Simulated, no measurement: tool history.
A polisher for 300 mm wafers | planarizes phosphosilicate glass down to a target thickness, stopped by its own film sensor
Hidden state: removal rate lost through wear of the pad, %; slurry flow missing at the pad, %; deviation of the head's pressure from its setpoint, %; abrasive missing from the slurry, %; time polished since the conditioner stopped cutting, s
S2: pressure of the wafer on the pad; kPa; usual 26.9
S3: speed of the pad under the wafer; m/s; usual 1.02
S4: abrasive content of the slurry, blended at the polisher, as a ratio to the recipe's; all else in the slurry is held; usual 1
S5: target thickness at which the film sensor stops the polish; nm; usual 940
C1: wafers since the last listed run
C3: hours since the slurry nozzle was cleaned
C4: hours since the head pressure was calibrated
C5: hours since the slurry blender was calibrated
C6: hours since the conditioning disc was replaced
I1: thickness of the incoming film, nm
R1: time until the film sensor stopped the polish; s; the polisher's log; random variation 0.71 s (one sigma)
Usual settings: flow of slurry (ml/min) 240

run 1 hour=0 | flow_of_slurry_(ml/min)=240 S2=26.9 S3=1.02 S4=1 S5=940 | C1=0 wafers_polished_on_this_pad=338 C3=135.2 C4=840.2 C5=349.5 C6=219.4 | I1=1794.6 | R1=80.6
run 2 hour=8.7 | flow_of_slurry_(ml/min)=190 S2=26.9 S3=1.02 S4=0.9 S5=940 | C1=109 wafers_polished_on_this_pad=447 C3=143.9 C4=848.9 C5=358.2 C6=228.1 | I1=1770.4 | R1=83.8
run 3 hour=18.9 | flow_of_slurry_(ml/min)=190 S2=26.9 S3=1.02 S4=0.9 S5=940 | C1=128 wafers_polished_on_this_pad=576 C3=154.1 C4=859.1 C5=368.4 C6=238.3 | I1=1819.4 | R1=88.5
run 4 hour=27.1 | flow_of_slurry_(ml/min)=220 S2=26.9 S3=1.02 S4=1 S5=940 | C1=103 wafers_polished_on_this_pad=679 C3=162.3 C4=867.3 C5=376.6 C6=246.5 | I1=1784.7 | R1=81.1
run 5 hour=35.4 | flow_of_slurry_(ml/min)=220 S2=26.9 S3=1.02 S4=1 S5=940 | C1=104 wafers_polished_on_this_pad=784 C3=170.6 C4=875.6 C5=384.9 C6=254.8 | I1=1775.8 | R1=79.6
run 6 hour=47.5 | flow_of_slurry_(ml/min)=240 S2=26.9 S3=1.02 S4=1 S5=940 | C1=152 wafers_polished_on_this_pad=936 C3=182.7 C4=887.7 C5=397 C6=266.9 | I1=1792.3 | R1=80.3
run 7 hour=54.3 | flow_of_slurry_(ml/min)=240 S2=26.9 S3=1.02 S4=1 S5=940 | C1=85 wafers_polished_on_this_pad=1022 C3=189.5 C4=894.5 C5=403.8 C6=273.7 | I1=1788.6 | R1=80.8
run 8 hour=64.8 | flow_of_slurry_(ml/min)=240 S2=26.9 S3=1.02 S4=1 S5=940 | C1=132 wafers_polished_on_this_pad=1154 C3=200 C4=905 C5=414.3 C6=284.2 | I1=1776.3 | R1=79.9
-- hour=73.1 slurry nozzle cleaned
run 9 hour=75.3 | flow_of_slurry_(ml/min)=275 S2=26.9 S3=1.16 S4=0.8 S5=838 | C1=119 wafers_polished_on_this_pad=1274 C3=2.2 C4=915.5 C5=424.8 C6=294.7 | I1=1755.7 | R1=87.8
-- hour=85.1 conditioning disc replaced and pad reconditioned
run 10 hour=90 | flow_of_slurry_(ml/min)=265 S2=22.1 S3=1.12 S4=0.7 S5=940 | C1=159 wafers_polished_on_this_pad=1434 C3=16.9 C4=930.2 C5=439.5 C6=4.9 | I1=1823.8 | R1=113.9
-- hour=106 worn pad replaced by a new one
run 11 hour=107.5 | flow_of_slurry_(ml/min)=240 S2=26.9 S3=1.02 S4=1 S5=940 | C1=170 wafers_polished_on_this_pad=18 C3=34.4 C4=947.7 C5=457 C6=22.4 | I1=1763.7 | R1=77.7
run 12 hour=121.4 | flow_of_slurry_(ml/min)=200 S2=22.1 S3=1.02 S4=1 S5=940 | C1=175 wafers_polished_on_this_pad=193 C3=48.3 C4=961.6 C5=470.9 C6=36.3 | I1=1803.2 | R1=100.5
run 13 hour=135.8 | flow_of_slurry_(ml/min)=240 S2=35.9 S3=1.02 S4=0.8 S5=940 | C1=181 wafers_polished_on_this_pad=375 C3=62.7 C4=976 C5=485.3 C6=50.7 | I1=1799 | R1=69
-- hour=138.5 head pressure recalibrated
-- hour=139.5 slurry blender recalibrated
run 14 hour=152.6 | flow_of_slurry_(ml/min)=240 S2=26.9 S3=1.2 S4=1.25 S5=940 | C1=173 wafers_polished_on_this_pad=548 C3=79.5 C4=14.1 C5=13.1 C6=67.5 | I1=1761.7 | R1=61.3
run 15 hour=164.4 | flow_of_slurry_(ml/min)=240 S2=26.9 S3=1.02 S4=1 S5=940 | C1=148 wafers_polished_on_this_pad=696 C3=91.3 C4=25.9 C5=24.9 C6=79.3 | I1=1795.4 | R1=81
run 16 hour=181.1 | flow_of_slurry_(ml/min)=240 S2=22.8 S3=0.72 S4=1 S5=1195 | C1=210 wafers_polished_on_this_pad=907 C3=108 C4=42.6 C5=41.6 C6=96 | I1=1796.2 | R1=89.1

3 ways to go on from here, each from the tool as it stands after run 16. What would each give?
run A hour=181.5 | flow_of_slurry_(ml/min)=240 S2=26.9 S3=1.02 S4=1 S5=940 | C1=5 wafers_polished_on_this_pad=912 C3=108.4 C4=43 C5=42 C6=96.4 | I1=1801.3 | R1=?
run B hour=181.5 | flow_of_slurry_(ml/min)=315 S2=33.8 S3=0.74 S4=1 S5=1165 | C1=5 wafers_polished_on_this_pad=912 C3=108.4 C4=43 C5=42 C6=96.4 | I1=1801.3 | R1=?
run C hour=181.5 | flow_of_slurry_(ml/min)=240 S2=36.5 S3=1.3 S4=0.85 S5=861 | C1=5 wafers_polished_on_this_pad=912 C3=108.4 C4=43 C5=42 C6=96.4 | I1=1801.3 | R1=?

run=A R1=83
run=B R1=61.8
run=C R1=59.4
Without the tool's hidden state the same runs would have given:
run=A R1=83
run=B R1=61.8
run=C R1=59.4
